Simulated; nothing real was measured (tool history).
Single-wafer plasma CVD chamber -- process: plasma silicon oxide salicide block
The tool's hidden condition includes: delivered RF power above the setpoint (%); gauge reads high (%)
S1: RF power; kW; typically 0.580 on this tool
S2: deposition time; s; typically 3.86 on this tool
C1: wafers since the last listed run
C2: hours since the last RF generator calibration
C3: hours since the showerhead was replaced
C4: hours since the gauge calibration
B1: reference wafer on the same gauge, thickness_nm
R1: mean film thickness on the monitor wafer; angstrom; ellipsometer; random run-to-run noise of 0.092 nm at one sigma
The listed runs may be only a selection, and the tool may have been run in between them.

run,day,S1,S2,C1,C2,C3,C4,B1,R1
1,0.000,0.580,3.69,0,1350.2,3579.5,207.5,30.718,357.33
2,1.721,0.580,3.69,1004,1391.5,3620.8,248.8,30.685,357.27
3,3.742,0.580,3.86,1179,1440.0,3669.3,297.3,30.701,372.03
4,11.400,0.580,3.86,4469,1623.8,3853.1,481.1,30.719,372.81
5,13.992,0.580,3.86,1512,1686.0,3915.3,543.3,30.712,371.66
6,16.975,0.580,3.66,1741,1757.6,3986.9,614.9,30.694,352.83
7,18.233,0.580,3.66,734,1787.8,4017.1,645.1,30.683,352.01
8,20.633,0.535,3.86,1400,1845.4,4074.7,702.7,30.721,362.93
# day 22.888: showerhead replaced, of another model than before
9,23.121,0.535,3.86,1257,1905.1,5.6,762.4,30.723,350.33
10,24.817,0.625,3.27,989,1945.8,46.3,803.1,30.686,321.50
11,26.317,0.625,3.27,875,1981.8,82.3,839.1,30.689,320.07
12,27.758,0.625,3.27,841,2016.4,116.9,873.7,30.725,321.22
# day 29.342: RF generator calibrated
13,29.925,0.580,3.86,1069,14.0,168.9,925.7,30.688,372.57
# day 30.717: gauge calibrated
14,32.300,0.580,4.50,1386,71.0,225.9,38.0,30.685,436.56
15,34.838,0.650,3.86,1480,131.9,286.8,98.9,30.701,392.82
16,36.921,0.695,4.25,1215,181.9,336.8,148.9,30.724,446.67
17,37.996,0.580,3.86,627,207.7,362.6,174.7,30.694,373.58
18,39.304,0.495,3.50,763,239.1,394.0,206.1,30.694,312.00
19,40.529,0.515,3.57,714,268.5,423.4,235.5,30.709,327.19
20,43.083,0.500,3.19,1490,329.8,484.7,296.8,30.728,287.00
21,44.275,0.550,3.86,695,358.4,513.3,325.4,30.709,363.46
22,46.838,0.645,3.11,1495,419.9,574.8,386.9,30.753,316.08
23,49.350,0.580,3.86,1466,480.2,635.1,447.2,30.678,372.29
24,51.504,0.660,3.66,1257,531.9,686.8,498.9,30.696,374.92

4 options for the next run, each taken on its own from the tool as it stands now. Forecast them:
A,51.521,0.545,3.86,9,532.3,687.2,499.3,?,?
B,51.521,0.660,3.29,9,532.3,687.2,499.3,?,?
C,51.521,0.550,4.48,9,532.3,687.2,499.3,?,?
D,51.521,0.520,4.33,9,532.3,687.2,499.3,?,?

run,B1,R1
A,30.713,362.03
B,30.713,336.79
C,30.713,422.03
D,30.713,396.90
Without the tool's unlogged condition, the same runs would have read:
run,R1
A,365.02
B,339.58
C,425.52
D,400.18
